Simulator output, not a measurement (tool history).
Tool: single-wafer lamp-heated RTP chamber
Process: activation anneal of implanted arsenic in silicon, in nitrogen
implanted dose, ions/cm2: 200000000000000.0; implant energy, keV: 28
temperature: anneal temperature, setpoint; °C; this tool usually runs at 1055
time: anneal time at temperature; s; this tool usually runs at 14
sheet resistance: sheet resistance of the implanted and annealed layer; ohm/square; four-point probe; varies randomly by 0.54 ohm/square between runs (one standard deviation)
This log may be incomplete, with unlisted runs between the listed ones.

run,hour,temperature,time,"read-back reference wafer on the same gauge, sheet resistance",sheet resistance
1,0.0,1055,14,332.15,357.24
2,13.7,1055,14,332.03,355.86
3,24.4,1055,19,332.04,354.28
4,33.2,1055,19,331.83,354.57
5,41.7,1055,19,332.13,355.40
6,52.0,1055,14,331.68,356.37
7,59.2,1055,14,331.89,356.26
8,65.9,1055,14,331.76,356.02
9,78.0,1055,14,331.60,355.88
10,86.6,1055,14,331.36,355.59
11,93.6,1055,14,331.44,355.87
12,107.4,1055,14,331.59,355.33
# hour 114.6: gauge calibrated
13,119.5,1055,14,334.32,358.92
14,135.4,1055,14,334.51,359.58
15,150.8,1055,14,334.34,358.62
# hour 162.1: pyrometer window cleaned and pyrometer calibrated
16,162.6,1055,14,334.10,358.50
17,172.3,1055,14,334.24,358.70
# hour 187.3: reflector plate cleaned
18,187.8,1055,14,334.15,358.34
19,195.7,1046,11,333.91,359.73
20,204.7,1039,20,333.86,358.16
21,218.5,1055,19,333.78,356.04
22,233.1,1045,14,333.35,358.67
23,239.5,1084,10,333.75,356.17
24,271.1,1076,14,333.31,355.78
25,281.3,1055,20,333.28,355.67

What will run 26 give?
26,290.3,1030,9,?,?

Run 26 measured read-back reference wafer on the same gauge, sheet resistance 333.36, sheet resistance 361.07 ohm/square.
With no hidden state in the tool, this same run would have given sheet resistance 362.94 ohm/square.
